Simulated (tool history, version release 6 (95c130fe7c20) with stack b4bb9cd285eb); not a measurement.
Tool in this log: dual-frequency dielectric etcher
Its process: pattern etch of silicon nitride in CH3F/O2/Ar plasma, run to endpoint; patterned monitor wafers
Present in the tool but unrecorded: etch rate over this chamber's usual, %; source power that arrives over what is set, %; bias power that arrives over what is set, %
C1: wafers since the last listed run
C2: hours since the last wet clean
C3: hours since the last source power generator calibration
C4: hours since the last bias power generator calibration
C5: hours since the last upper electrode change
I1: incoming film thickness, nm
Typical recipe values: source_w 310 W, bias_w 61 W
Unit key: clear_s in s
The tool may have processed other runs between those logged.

Run 1, day 0: usual settings but source_w 250 W; C1 0; C2 331.8; C3 2559.2; C4 1814.7; C5 1199.4; I1 38.36. Result: clear_s 72.6 s.
Run 2, day 3.325: usual settings; C1 885; C2 411.6; C3 2639; C4 1894.5; C5 1279.2; I1 38.5. Result: clear_s 67.2 s.
Run 3, day 6.812: usual settings; C1 929; C2 495.3; C3 2722.7; C4 1978.2; C5 1362.9; I1 38.61. Result: clear_s 68.1 s.
At day 9.379: wet clean of the chamber.
Run 4, day 9.662: usual settings; C1 492; C2 6.8; C3 2791.1; C4 2046.6; C5 1431.3; I1 38.55. Result: clear_s 66.1 s.
Run 5, day 11.7: usual settings; C1 542; C2 55.7; C3 2840; C4 2095.5; C5 1480.2; I1 38.5. Result: clear_s 65.9 s.
Run 6, day 14.488: usual settings; C1 742; C2 122.6; C3 2906.9; C4 2162.4; C5 1547.1; I1 38.55. Result: clear_s 66.6 s.
Run 7, day 16.842: usual settings but source_w 360 W; C1 627; C2 179.1; C3 2963.4; C4 2218.9; C5 1603.6; I1 37.83. Result: clear_s 62 s.
At day 17.208: source power generator calibrated.
Run 8, day 18.896: usual settings but source_w 360 W; C1 502; C2 228.4; C3 40.5; C4 2268.2; C5 1652.9; I1 38.19. Result: clear_s 61.7 s.
Run 9, day 24.162: usual settings; C1 1403; C2 354.8; C3 166.9; C4 2394.6; C5 1779.3; I1 38.51. Result: clear_s 66.1 s.
Run 10, day 27.2: usual settings but source_w 260 W, bias_w 68 W; C1 809; C2 427.7; C3 239.8; C4 2467.5; C5 1852.2; I1 38.99. Result: clear_s 67.7 s.
Run 11, day 30.654: usual settings but source_w 290 W; C1 920; C2 510.6; C3 322.7; C4 2550.4; C5 1935.1; I1 38.23. Result: clear_s 67 s.
Run 12, day 33.171: usual settings but source_w 290 W; C1 670; C2 571; C3 383.1; C4 2610.8; C5 1995.5; I1 38.28. Result: clear_s 68 s.
At day 36.675: wet clean of the chamber.
Run 13, day 36.696: usual settings but source_w 290 W; C1 672; C2 0.5; C3 467.7; C4 2695.4; C5 2080.1; I1 38.19. Result: clear_s 66.1 s.
Run 14, day 38.342: usual settings but source_w 340 W, bias_w 65 W; C1 438; C2 40; C3 507.2; C4 2734.9; C5 2119.6; I1 38.52. Result: clear_s 61.5 s.
Run 15, day 42.508: usual settings but source_w 330 W, bias_w 50 W; C1 1110; C2 140; C3 607.2; C4 2834.9; C5 2219.6; I1 38.45. Result: clear_s 69.8 s.
Run 16, day 44.083: usual settings but source_w 360 W, bias_w 57 W; C1 419; C2 177.8; C3 645; C4 2872.7; C5 2257.4; I1 38.49. Result: clear_s 63.8 s.
Run 17, day 46.417: usual settings but source_w 360 W, bias_w 75 W; C1 621; C2 233.8; C3 701; C4 2928.7; C5 2313.4; I1 38.54. Result: clear_s 57.1 s.
Run 18, day 49.071: usual settings but source_w 360 W, bias_w 47 W; C1 707; C2 297.5; C3 764.7; C4 2992.4; C5 2377.1; I1 38.59. Result: clear_s 70.1 s.
Run 19, day 52.992: usual settings but source_w 260 W, bias_w 67 W; C1 1044; C2 391.6; C3 858.8; C4 3086.5; C5 2471.2; I1 38.18. Result: clear_s 67.2 s.
Run 20, day 57.292: usual settings but bias_w 55 W; C1 1145; C2 494.8; C3 962; C4 3189.7; C5 2574.4; I1 38.34. Result: clear_s 69.3 s.
Run 21, day 61.275: usual settings but source_w 370 W, bias_w 50 W; C1 1061; C2 590.4; C3 1057.6; C4 3285.3; C5 2670; I1 38.36. Result: clear_s 67.9 s.
At day 62.275: wet clean of the chamber.
Run 22, day 65.467: usual settings; C1 850; C2 76.6; C3 1158.2; C4 3385.9; C5 2770.6; I1 38.49. Result: clear_s 65.9 s.
At day 68.683: bias power generator calibrated.
Run 23, day 69.771: usual settings but source_w 350 W, bias_w 55 W; C1 1102; C2 179.9; C3 1261.5; C4 26.1; C5 2873.9; I1 38.33. Result: clear_s 65.3 s.
Run 24, day 72.554: usual settings; C1 741; C2 246.7; C3 1328.3; C4 92.9; C5 2940.7; I1 38.4. Result: clear_s 65.9 s.
Run 25, day 74.529: usual settings; C1 526; C2 294.1; C3 1375.7; C4 140.3; C5 2988.1; I1 38.26. Result: clear_s 65.8 s.
At day 76.225: upper electrode replaced.
Run 26, day 78.025: usual settings but source_w 340 W, bias_w 76 W; C1 664; C2 378; C3 1459.6; C4 224.2; C5 43.2; I1 38.21. Result: clear_s 58.3 s.
Run 27, day 80.525: usual settings; C1 666; C2 438; C3 1519.6; C4 284.2; C5 103.2; I1 38.47. Result: clear_s 67 s.
Run 28, day 83.708: usual settings but bias_w 57 W; C1 848; C2 514.4; C3 1596; C4 360.6; C5 179.6; I1 38.32. Result: clear_s 68.4 s.
Run 29, day 86.404: usual settings but source_w 240 W, bias_w 75 W; C1 718; C2 579.1; C3 1660.7; C4 425.3; C5 244.3; I1 38.03. Result: clear_s 66 s.
At day 87.842: wet clean of the chamber.
Run 30, day 89.958: usual settings but bias_w 56 W; C1 680; C2 50.8; C3 1746; C4 510.6; C5 329.6; I1 37.94. Result: clear_s 67.6 s.
Run 31, day 92.142: usual settings but source_w 370 W, bias_w 55 W; C1 581; C2 103.2; C3 1798.4; C4 563; C5 382; I1 38.24. Result: clear_s 64.8 s.
Run 32, day 96.4: usual settings; C1 1134; C2 205.4; C3 1900.6; C4 665.2; C5 484.2; I1 38.78. Result: clear_s 67 s.
Run 33, day 98.204: usual settings but source_w 260 W, bias_w 70 W; C1 480; C2 248.7; C3 1943.9; C4 708.5; C5 527.5; I1 38.75. Result: clear_s 67.5 s.
Run 34, day 102.212: usual settings but source_w 280 W, bias_w 49 W; C1 1067; C2 344.9; C3 2040.1; C4 804.7; C5 623.7; I1 38.52. Result: clear_s 76.1 s.
Run 35, day 104.35: usual settings but source_w 370 W, bias_w 56 W; C1 569; C2 396.2; C3 2091.4; C4 856; C5 675; I1 38.21. Result: clear_s 65.2 s.

For each run, what was the tool's unlogged condition?
bias power that arrives over what is set, %: 0 at every run
H1: etch rate over this chamber's usual, %
H2: source power that arrives over what is set, %
run      H1      H2
  1    -1.5   -4.52
  2    -1.8   -4.65
  3    -2.1   -4.78
  4   0.482   -4.89
  5   0.302   -4.97
  6  0.0564   -5.08
  7  -0.151   -5.17
  8  -0.333  -0.373
  9  -0.797  -0.575
 10   -1.07  -0.692
 11   -1.37  -0.825
 12   -1.59  -0.922
 13    0.17   -1.06
 14  0.0245   -1.12
 15  -0.343   -1.28
 16  -0.482   -1.34
 17  -0.688   -1.43
 18  -0.922   -1.53
 19   -1.27   -1.68
 20   -1.65   -1.85
 21      -2      -2
 22  -0.135   -2.16
 23  -0.515   -2.33
 24  -0.761   -2.44
 25  -0.935   -2.51
 26   -1.24   -2.65
 27   -1.46   -2.74
 28   -1.75   -2.86
 29   -1.98   -2.97
 30  -0.503    -3.1
 31  -0.696   -3.19
 32   -1.07   -3.35
 33   -1.23   -3.42
 34   -1.58   -3.58
 35   -1.77   -3.66

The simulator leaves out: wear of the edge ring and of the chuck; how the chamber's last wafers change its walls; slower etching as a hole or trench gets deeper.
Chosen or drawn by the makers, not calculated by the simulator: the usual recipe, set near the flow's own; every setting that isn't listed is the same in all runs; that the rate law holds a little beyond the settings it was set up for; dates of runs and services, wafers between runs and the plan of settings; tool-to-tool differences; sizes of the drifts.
